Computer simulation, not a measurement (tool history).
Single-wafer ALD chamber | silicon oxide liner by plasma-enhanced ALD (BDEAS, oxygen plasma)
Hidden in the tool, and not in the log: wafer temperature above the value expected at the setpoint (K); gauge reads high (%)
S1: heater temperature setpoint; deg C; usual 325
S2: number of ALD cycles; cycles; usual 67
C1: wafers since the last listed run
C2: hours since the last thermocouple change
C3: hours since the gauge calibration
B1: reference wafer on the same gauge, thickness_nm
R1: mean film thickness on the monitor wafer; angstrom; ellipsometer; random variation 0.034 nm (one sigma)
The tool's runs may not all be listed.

run 1 hour=0.0 | S1=325 S2=67 | C1=0 C2=407.8 C3=77.0 | B1=6.941 | R1=58.96
run 2 hour=45.4 | S1=325 S2=67 | C1=142 C2=453.2 C3=122.4 | B1=6.936 | R1=59.04
run 3 hour=111.0 | S1=325 S2=67 | C1=205 C2=518.8 C3=188.0 | B1=6.934 | R1=59.56
run 4 hour=150.8 | S1=325 S2=67 | C1=124 C2=558.6 C3=227.8 | B1=6.927 | R1=58.80
run 5 hour=194.4 | S1=325 S2=67 | C1=136 C2=602.2 C3=271.4 | B1=6.924 | R1=58.79
run 6 hour=252.2 | S1=325 S2=67 | C1=181 C2=660.0 C3=329.2 | B1=6.906 | R1=58.92
run 7 hour=285.9 | S1=329 S2=72 | C1=105 C2=693.7 C3=362.9 | B1=6.904 | R1=63.24
run 8 hour=352.6 | S1=329 S2=72 | C1=209 C2=760.4 C3=429.6 | B1=6.891 | R1=62.59
run 9 hour=406.7 | S1=329 S2=72 | C1=169 C2=814.5 C3=483.7 | B1=6.871 | R1=63.07
run 10 hour=447.2 | S1=321 S2=67 | C1=127 C2=855.0 C3=524.2 | B1=6.865 | R1=59.04
run 11 hour=481.8 | S1=321 S2=67 | C1=108 C2=889.6 C3=558.8 | B1=6.859 | R1=58.89
run 12 hour=538.0 | S1=335 S2=59 | C1=176 C2=945.8 C3=615.0 | B1=6.832 | R1=50.64
-- hour=559.7 thermocouple changed; heater temperature recalibrated
run 13 hour=572.2 | S1=325 S2=67 | C1=82 C2=12.5 C3=649.2 | B1=6.826 | R1=58.23
run 14 hour=637.3 | S1=325 S2=67 | C1=204 C2=77.6 C3=714.3 | B1=6.804 | R1=57.99
run 15 hour=707.7 | S1=311 S2=79 | C1=220 C2=148.0 C3=784.7 | B1=6.775 | R1=68.56
-- hour=867.5 gauge calibrated
run 16 hour=874.3 | S1=325 S2=67 | C1=522 C2=314.6 C3=6.8 | B1=6.959 | R1=59.52
run 17 hour=921.0 | S1=330 S2=57 | C1=146 C2=361.3 C3=53.5 | B1=6.953 | R1=50.35
run 18 hour=985.9 | S1=325 S2=67 | C1=203 C2=426.2 C3=118.4 | B1=6.953 | R1=59.84
run 19 hour=1029.3 | S1=312 S2=59 | C1=136 C2=469.6 C3=161.8 | B1=6.944 | R1=53.02
run 20 hour=1100.2 | S1=325 S2=58 | C1=222 C2=540.5 C3=232.7 | B1=6.942 | R1=51.26
run 21 hour=1134.7 | S1=325 S2=54 | C1=108 C2=575.0 C3=267.2 | B1=6.927 | R1=47.89
run 22 hour=1202.7 | S1=314 S2=73 | C1=213 C2=643.0 C3=335.2 | B1=6.921 | R1=65.22
run 23 hour=1267.9 | S1=325 S2=67 | C1=204 C2=708.2 C3=400.4 | B1=6.914 | R1=59.65

Forecast each of these 5 alternatives for the next run:
run A hour=1268.4 | S1=337 S2=67 | C1=1 C2=708.7 C3=400.9 | B1=? | R1=?
run B hour=1268.4 | S1=325 S2=61 | C1=1 C2=708.7 C3=400.9 | B1=? | R1=?
run C hour=1268.4 | S1=325 S2=80 | C1=1 C2=708.7 C3=400.9 | B1=? | R1=?
run D hour=1268.4 | S1=339 S2=79 | C1=1 C2=708.7 C3=400.9 | B1=? | R1=?
run E hour=1268.4 | S1=325 S2=77 | C1=1 C2=708.7 C3=400.9 | B1=? | R1=?

run=A B1=6.904 R1=57.85
run=B B1=6.904 R1=53.49
run=C B1=6.904 R1=70.15
run=D B1=6.904 R1=68.04
run=E B1=6.904 R1=67.52
Without the tool's hidden state the same runs would have given:
run=A R1=58.45
run=B R1=54.04
run=C R1=70.87
run=D R1=68.74
run=E R1=68.22
